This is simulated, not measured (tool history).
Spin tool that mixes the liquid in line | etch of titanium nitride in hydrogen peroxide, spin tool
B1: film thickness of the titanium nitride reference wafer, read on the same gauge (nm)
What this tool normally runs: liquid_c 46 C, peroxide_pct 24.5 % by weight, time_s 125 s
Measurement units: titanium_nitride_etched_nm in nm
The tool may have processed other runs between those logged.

Run 1, day 0: usual settings but liquid_c 50.5 C; B1 80.01. Result: titanium_nitride_etched_nm 10.44 nm.
Run 2, day 0.929: usual settings but liquid_c 50.5 C; B1 79.99. Result: titanium_nitride_etched_nm 10.26 nm.
Run 3, day 4.683: usual settings but liquid_c 50.5 C; B1 80. Result: titanium_nitride_etched_nm 10.42 nm.
Run 4, day 5.95: usual settings; B1 80.02. Result: titanium_nitride_etched_nm 7.52 nm.
Run 5, day 6.55: usual settings but liquid_c 36.5 C, peroxide_pct 17.5 % by weight, time_s 75 s; B1 79.99. Result: titanium_nitride_etched_nm 2.04 nm.
Run 6, day 7.179: usual settings but peroxide_pct 21 % by weight, time_s 185 s; B1 79.99. Result: titanium_nitride_etched_nm 10.72 nm.
Run 7, day 8.329: usual settings but liquid_c 55.5 C, peroxide_pct 27 % by weight, time_s 150 s; B1 80. Result: titanium_nitride_etched_nm 17.74 nm.
Run 8, day 9.421: usual settings but liquid_c 55.5 C, peroxide_pct 22 % by weight, time_s 175 s; B1 80. Result: titanium_nitride_etched_nm 20.15 nm.
Run 9, day 10.217: usual settings but time_s 145 s; B1 79.98. Result: titanium_nitride_etched_nm 8.53 nm.
Run 10, day 11.246: usual settings but liquid_c 44 C, time_s 170 s; B1 79.99. Result: titanium_nitride_etched_nm 8.69 nm.
Run 11, day 12.162: usual settings but liquid_c 38 C, peroxide_pct 20.5 % by weight; B1 79.99. Result: titanium_nitride_etched_nm 3.94 nm.
Run 12, day 13.146: usual settings but liquid_c 36.5 C, peroxide_pct 27 % by weight, time_s 100 s; B1 80.02. Result: titanium_nitride_etched_nm 3.02 nm.
Run 13, day 13.992: usual settings but liquid_c 52 C, peroxide_pct 29.5 % by weight; B1 80.01. Result: titanium_nitride_etched_nm 11.88 nm.
Run 14, day 15.204: usual settings but liquid_c 51.5 C; B1 79.99. Result: titanium_nitride_etched_nm 10.97 nm.
Run 15, day 16.412: usual settings but time_s 60 s; B1 79.99. Result: titanium_nitride_etched_nm 3.02 nm.
Run 16, day 17.029: usual settings but peroxide_pct 19 % by weight, time_s 170 s; B1 80. Result: titanium_nitride_etched_nm 8.1 nm.
Run 17, day 18.271: usual settings; B1 80.02. Result: titanium_nitride_etched_nm 6.24 nm.
Run 18, day 19.558: usual settings but peroxide_pct 21 % by weight, time_s 165 s; B1 79.99. Result: titanium_nitride_etched_nm 8.07 nm.
Run 19, day 20.075: usual settings but peroxide_pct 28.5 % by weight; B1 79.99. Result: titanium_nitride_etched_nm 6.47 nm.
Run 20, day 21.117: usual settings but liquid_c 55.5 C, peroxide_pct 22 % by weight, time_s 175 s; B1 80. Result: titanium_nitride_etched_nm 16.86 nm.
Run 21, day 22.412: usual settings but liquid_c 39 C, peroxide_pct 30 % by weight, time_s 80 s; B1 79.99. Result: titanium_nitride_etched_nm 2.43 nm.
Run 22, day 23.838: usual settings but liquid_c 52.5 C, peroxide_pct 21 % by weight, time_s 180 s; B1 79.98. Result: titanium_nitride_etched_nm 13.93 nm.
Run 23, day 24.367: usual settings; B1 80.01. Result: titanium_nitride_etched_nm 6.26 nm.
Run 24, day 25.625: usual settings but liquid_c 49.5 C, peroxide_pct 20 % by weight, time_s 60 s; B1 80. Result: titanium_nitride_etched_nm 3.67 nm.
Run 25, day 27.108: usual settings but peroxide_pct 28.5 % by weight, time_s 65 s; B1 79.97. Result: titanium_nitride_etched_nm 3.3 nm.

Not shown here: 4 entries made in the log between runs. Locate each between two listed runs and compare the hidden state at the listed run before it with the hidden state at the listed run after it:
In the gap between runs 4 and 5: gauge calibrated (day 6.375)
  liquid hotter than its thermometer reads (K): 2.12 -> 2.13; temperature lost on the way to the wafer (K): 0.422 -> 0.442
  measured minus no-state result, titanium_nitride_etched_nm: +0.88 -> +0.25 nm
In the gap between runs 7 and 8: peroxide flow meter replaced (day 8.467)
  liquid hotter than its thermometer reads (K): 2.18 -> 2.21; temperature lost on the way to the wafer (K): 0.499 -> 0.535
  measured minus no-state result, titanium_nitride_etched_nm: +1.95 -> +2.21 nm
In the gap between runs 14 and 15: thermometer replaced (day 15.571)
  liquid hotter than its thermometer reads (K): 2.36 -> 0.104; temperature lost on the way to the wafer (K): 0.723 -> 0.762
  measured minus no-state result, titanium_nitride_etched_nm: +1.21 -> -0.16 nm
In the gap between runs 15 and 16: new drum of peroxide connected (day 16.846)
  liquid hotter than its thermometer reads (K): 0.104 -> 0.12; temperature lost on the way to the wafer (K): 0.762 -> 0.782
  measured minus no-state result, titanium_nitride_etched_nm: -0.16 -> -0.41 nm

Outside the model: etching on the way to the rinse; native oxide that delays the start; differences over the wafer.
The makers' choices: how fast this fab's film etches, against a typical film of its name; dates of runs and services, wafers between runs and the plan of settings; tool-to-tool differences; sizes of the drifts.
